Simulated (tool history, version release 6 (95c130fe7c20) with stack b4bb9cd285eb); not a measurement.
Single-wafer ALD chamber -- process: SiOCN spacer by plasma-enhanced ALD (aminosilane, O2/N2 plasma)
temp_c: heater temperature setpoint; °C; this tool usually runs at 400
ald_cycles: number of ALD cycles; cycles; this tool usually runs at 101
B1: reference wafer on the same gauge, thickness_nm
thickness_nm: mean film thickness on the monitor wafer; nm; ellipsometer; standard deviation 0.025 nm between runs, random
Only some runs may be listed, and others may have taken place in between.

run 1 hour=0 | temp_c=389 ald_cycles=101 | B1=6.21 | thickness_nm=5.922
run 2 hour=39.3 | temp_c=389 ald_cycles=101 | B1=6.21 | thickness_nm=5.901
run 3 hour=133.2 | temp_c=389 ald_cycles=101 | B1=6.201 | thickness_nm=5.899
run 4 hour=201.7 | temp_c=400 ald_cycles=101 | B1=6.196 | thickness_nm=5.909
run 5 hour=257.7 | temp_c=400 ald_cycles=101 | B1=6.185 | thickness_nm=5.905
run 6 hour=298.6 | temp_c=400 ald_cycles=101 | B1=6.18 | thickness_nm=5.962
run 7 hour=375.4 | temp_c=400 ald_cycles=101 | B1=6.186 | thickness_nm=5.906
run 8 hour=438.2 | temp_c=400 ald_cycles=101 | B1=6.17 | thickness_nm=5.86
run 9 hour=518.5 | temp_c=400 ald_cycles=101 | B1=6.161 | thickness_nm=5.848
run 10 hour=568.4 | temp_c=400 ald_cycles=101 | B1=6.153 | thickness_nm=5.886
run 11 hour=606.8 | temp_c=407 ald_cycles=96 | B1=6.158 | thickness_nm=5.484
run 12 hour=665.4 | temp_c=407 ald_cycles=96 | B1=6.142 | thickness_nm=5.42
run 13 hour=715.6 | temp_c=407 ald_cycles=96 | B1=6.14 | thickness_nm=5.441
run 14 hour=770.3 | temp_c=400 ald_cycles=101 | B1=6.127 | thickness_nm=5.824
run 15 hour=856.3 | temp_c=403 ald_cycles=101 | B1=6.114 | thickness_nm=5.776
run 16 hour=962.1 | temp_c=403 ald_cycles=101 | B1=6.106 | thickness_nm=5.787
run 17 hour=1050.8 | temp_c=391 ald_cycles=112 | B1=6.085 | thickness_nm=6.441
run 18 hour=1155.7 | temp_c=391 ald_cycles=112 | B1=6.082 | thickness_nm=6.417
run 19 hour=1221.8 | temp_c=391 ald_cycles=112 | B1=6.06 | thickness_nm=6.483
run 20 hour=1297.2 | temp_c=400 ald_cycles=101 | B1=6.054 | thickness_nm=5.784
run 21 hour=1365 | temp_c=400 ald_cycles=101 | B1=6.031 | thickness_nm=5.763
run 22 hour=1428.4 | temp_c=389 ald_cycles=91 | B1=6.018 | thickness_nm=5.17
run 23 hour=1560.6 | temp_c=409 ald_cycles=85 | B1=6.011 | thickness_nm=4.726
run 24 hour=1644.8 | temp_c=389 ald_cycles=101 | B1=5.988 | thickness_nm=5.718
run 25 hour=1695.5 | temp_c=400 ald_cycles=94 | B1=5.974 | thickness_nm=5.305
run 26 hour=1764.4 | temp_c=400 ald_cycles=101 | B1=5.972 | thickness_nm=5.691
run 27 hour=1831.1 | temp_c=392 ald_cycles=117 | B1=5.95 | thickness_nm=6.602
run 28 hour=1922.5 | temp_c=413 ald_cycles=93 | B1=5.926 | thickness_nm=5.016
run 29 hour=1995.6 | temp_c=400 ald_cycles=101 | B1=6.23 | thickness_nm=5.915
run 30 hour=2075.2 | temp_c=410 ald_cycles=84 | B1=6.236 | thickness_nm=4.841
run 31 hour=2169.3 | temp_c=407 ald_cycles=87 | B1=6.234 | thickness_nm=5.025
run 32 hour=2222.8 | temp_c=411 ald_cycles=84 | B1=6.222 | thickness_nm=4.76
run 33 hour=2263.8 | temp_c=400 ald_cycles=101 | B1=6.23 | thickness_nm=5.949
run 34 hour=2303.7 | temp_c=400 ald_cycles=101 | B1=6.232 | thickness_nm=5.925
run 35 hour=2363.3 | temp_c=400 ald_cycles=101 | B1=6.225 | thickness_nm=5.906
run 36 hour=2443.4 | temp_c=406 ald_cycles=88 | B1=6.241 | thickness_nm=5.098
run 37 hour=2513.6 | temp_c=410 ald_cycles=85 | B1=6.233 | thickness_nm=4.862
run 38 hour=2555.2 | temp_c=400 ald_cycles=101 | B1=6.226 | thickness_nm=5.927
run 39 hour=2630.6 | temp_c=392 ald_cycles=101 | B1=6.233 | thickness_nm=5.947
run 40 hour=2709.9 | temp_c=400 ald_cycles=101 | B1=6.227 | thickness_nm=5.916
run 41 hour=2776.5 | temp_c=394 ald_cycles=101 | B1=6.211 | thickness_nm=5.925
run 42 hour=2819.3 | temp_c=407 ald_cycles=112 | B1=6.219 | thickness_nm=6.495

Not shown: 3 entries that the log had between the listed runs. Between which runs, and how does the tool's hidden state differ before and after?
Logged between run 2 and run 3: thermocouple changed; heater temperature recalibrated (hour 116.4)
  gauge reads high (%): -0.677 -> -0.802
  measured minus no-state result, thickness_nm: -0.04 -> -0.048 nm
Logged between run 28 and run 29: gauge calibrated (hour 1945); thermocouple changed; heater temperature recalibrated (hour 1995.1)
  gauge reads high (%): -5.1 -> -0.257
  measured minus no-state result, thickness_nm: -0.269 -> -0.015 nm
